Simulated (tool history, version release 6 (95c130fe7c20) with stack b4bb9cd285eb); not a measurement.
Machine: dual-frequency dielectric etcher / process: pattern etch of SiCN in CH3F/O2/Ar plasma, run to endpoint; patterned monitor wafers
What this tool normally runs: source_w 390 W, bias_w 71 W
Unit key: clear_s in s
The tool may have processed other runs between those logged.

run,hour,source_w,bias_w,wafers since the last listed run,hours since the last wet clean,hours since the last source power generator calibration,hours since the last bias power generator calibration,hours since the last upper electrode change,"incoming incoming film thickness, nm",clear_s
1,0.0,390,71,0,6.7,1335.8,1705.5,3474.0,6.90,19.0
2,25.3,390,65,225,32.0,1361.1,1730.8,3499.3,6.86,19.3
3,40.0,390,65,131,46.7,1375.8,1745.5,3514.0,6.91,19.8
4,55.4,390,65,137,62.1,1391.2,1760.9,3529.4,6.95,20.1
5,84.6,390,71,260,91.3,1420.4,1790.1,3558.6,6.89,19.2
6,109.4,390,71,221,116.1,1445.2,1814.9,3583.4,6.94,19.4
7,139.6,390,71,269,146.3,1475.4,1845.1,3613.6,6.92,19.3
8,171.9,390,71,288,178.6,1507.7,1877.4,3645.9,6.88,19.2
9,187.5,390,71,139,194.2,1523.3,1893.0,3661.5,6.94,19.4
# hour 204.2: source power generator calibrated
10,204.7,390,71,117,211.4,0.5,1910.2,3678.7,6.91,19.4
11,216.6,460,71,106,223.3,12.4,1922.1,3690.6,6.88,18.1
12,251.1,390,71,308,257.8,46.9,1956.6,3725.1,6.86,19.3
13,278.7,390,71,246,285.4,74.5,1984.2,3752.7,6.89,19.6
# hour 305.4: upper electrode replaced
14,305.9,390,89,28,312.6,101.7,2011.4,0.5,6.90,18.1
15,313.6,490,61,68,320.3,109.4,2019.1,8.2,6.87,19.0
16,330.8,330,71,153,337.5,126.6,2036.3,25.4,6.88,20.9
17,348.7,350,85,159,355.4,144.5,2054.2,43.3,6.88,19.2
# hour 367.7: bias power generator calibrated
# hour 382.0: wet clean of the chamber
18,382.5,350,71,139,0.5,178.3,14.8,77.1,6.90,19.7
19,391.4,390,65,79,9.4,187.2,23.7,86.0,6.91,19.5
20,427.0,390,71,317,45.0,222.8,59.3,121.6,6.84,18.9
21,454.9,330,87,249,72.9,250.7,87.2,149.5,6.87,18.5
22,490.7,390,56,319,108.7,286.5,123.0,185.3,6.79,20.3
23,521.4,390,71,274,139.4,317.2,153.7,216.0,6.90,19.3
24,547.9,350,58,236,165.9,343.7,180.2,242.5,6.94,21.6
25,564.4,480,66,147,182.4,360.2,196.7,259.0,6.90,18.2
26,592.0,390,71,246,210.0,387.8,224.3,286.6,6.88,19.0
27,606.9,390,71,133,224.9,402.7,239.2,301.5,6.94,19.5

What differs in the tool's unlogged condition from the final listed run ahead of each entry between runs to the first listed run following it?
After run 9, before run 10: source power generator calibrated (hour 204.2)
  etch rate over this chamber's usual, %: -3.05 -> -3.25
  measured less the result without the state, clear_s: +0.6 -> +0.7 s
After run 13, before run 14: upper electrode replaced (hour 305.4)
  etch rate over this chamber's usual, %: -4.11 -> -4.43
  measured less the result without the state, clear_s: +0.8 -> +0.8 s
After run 17, before run 18: bias power generator calibrated (hour 367.7); wet clean of the chamber (hour 382.0)
  etch rate over this chamber's usual, %: -4.93 -> -0.146
  measured less the result without the state, clear_s: +1.0 -> +0.1 s
